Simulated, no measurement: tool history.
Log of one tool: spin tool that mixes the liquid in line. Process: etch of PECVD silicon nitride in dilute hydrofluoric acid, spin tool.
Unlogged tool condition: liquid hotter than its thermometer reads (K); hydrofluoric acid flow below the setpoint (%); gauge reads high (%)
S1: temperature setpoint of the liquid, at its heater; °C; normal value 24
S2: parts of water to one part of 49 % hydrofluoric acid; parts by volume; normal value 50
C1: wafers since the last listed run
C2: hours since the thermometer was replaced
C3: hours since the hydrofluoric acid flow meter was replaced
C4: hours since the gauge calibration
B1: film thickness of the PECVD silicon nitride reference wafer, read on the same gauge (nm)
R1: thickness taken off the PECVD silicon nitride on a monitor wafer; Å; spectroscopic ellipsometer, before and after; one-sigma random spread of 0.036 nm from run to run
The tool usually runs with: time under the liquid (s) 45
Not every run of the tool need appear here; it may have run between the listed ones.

{"run": 1, "hour": 0.0, "S1": 27.5, "S2": 50, "time under the liquid (s)": 45, "C1": 0, "C2": 640.8, "C3": 365.7, "C4": 184.4, "B1": 90.014, "R1": 61.19}
{"run": 2, "hour": 19.0, "S1": 24, "S2": 45, "time under the liquid (s)": 45, "C1": 254, "C2": 659.8, "C3": 384.7, "C4": 203.4, "B1": 90.013, "R1": 54.88}
{"run": 3, "hour": 40.0, "S1": 24, "S2": 45, "time under the liquid (s)": 45, "C1": 281, "C2": 680.8, "C3": 405.7, "C4": 224.4, "B1": 90.013, "R1": 54.7}
{"run": 4, "hour": 81.6, "S1": 24, "S2": 50, "time under the liquid (s)": 45, "C1": 557, "C2": 722.4, "C3": 447.3, "C4": 266, "B1": 90.032, "R1": 49.42}
{"run": 5, "hour": 98.9, "S1": 24, "S2": 50, "time under the liquid (s)": 45, "C1": 231, "C2": 739.7, "C3": 464.6, "C4": 283.3, "B1": 89.982, "R1": 50.25}
{"run": 6, "hour": 129.8, "S1": 24, "S2": 50, "time under the liquid (s)": 45, "C1": 414, "C2": 770.6, "C3": 495.5, "C4": 314.2, "B1": 90.004, "R1": 50.22}
{"hour": 146.7, "done": "thermometer replaced"}
{"hour": 158.6, "done": "gauge calibrated"}
{"run": 7, "hour": 162.9, "S1": 24, "S2": 50, "time under the liquid (s)": 45, "C1": 430, "C2": 16.2, "C3": 528.6, "C4": 4.3, "B1": 90.015, "R1": 44.52}
{"run": 8, "hour": 177.5, "S1": 20.5, "S2": 60, "time under the liquid (s)": 60, "C1": 195, "C2": 30.8, "C3": 543.2, "C4": 18.9, "B1": 90.055, "R1": 38.56}
{"hour": 181.3, "done": "hydrofluoric acid flow meter replaced"}
{"run": 9, "hour": 195.4, "S1": 24, "S2": 30, "time under the liquid (s)": 55, "C1": 226, "C2": 48.7, "C3": 14.1, "C4": 36.8, "B1": 89.977, "R1": 90.06}
{"run": 10, "hour": 221.5, "S1": 24, "S2": 50, "time under the liquid (s)": 45, "C1": 349, "C2": 74.8, "C3": 40.2, "C4": 62.9, "B1": 90.018, "R1": 45.01}
{"run": 11, "hour": 252.6, "S1": 22, "S2": 30, "time under the liquid (s)": 20, "C1": 416, "C2": 105.9, "C3": 71.3, "C4": 94, "B1": 89.969, "R1": 28.83}
{"run": 12, "hour": 279.0, "S1": 24, "S2": 40, "time under the liquid (s)": 30, "C1": 353, "C2": 132.3, "C3": 97.7, "C4": 120.4, "B1": 89.993, "R1": 37.69}
{"run": 13, "hour": 311.5, "S1": 25.5, "S2": 75, "time under the liquid (s)": 45, "C1": 435, "C2": 164.8, "C3": 130.2, "C4": 152.9, "B1": 90.011, "R1": 33.56}
{"run": 14, "hour": 327.7, "S1": 27.5, "S2": 70, "time under the liquid (s)": 30, "C1": 217, "C2": 181, "C3": 146.4, "C4": 169.1, "B1": 89.978, "R1": 27.6}

Branching from run 14: 3 alternative next runs. What would each branch give?
{"run": "A", "hour": 328.1, "S1": 24, "S2": 50, "time under the liquid (s)": 25, "C1": 5, "C2": 181.4, "C3": 146.8, "C4": 169.5, "B1": "?", "R1": "?"}
{"run": "B", "hour": 328.1, "S1": 26.5, "S2": 35, "time under the liquid (s)": 45, "C1": 5, "C2": 181.4, "C3": 146.8, "C4": 169.5, "B1": "?", "R1": "?"}
{"run": "C", "hour": 328.1, "S1": 24, "S2": 40, "time under the liquid (s)": 45, "C1": 5, "C2": 181.4, "C3": 146.8, "C4": 169.5, "B1": "?", "R1": "?"}

run=A B1=89.99 R1=25.29
run=B B1=89.99 R1=76.21
run=C B1=89.99 R1=56.64
What these runs would have given with no unlogged condition in the tool:
run=A R1=22.87
run=B R1=68.98
run=C R1=51.2
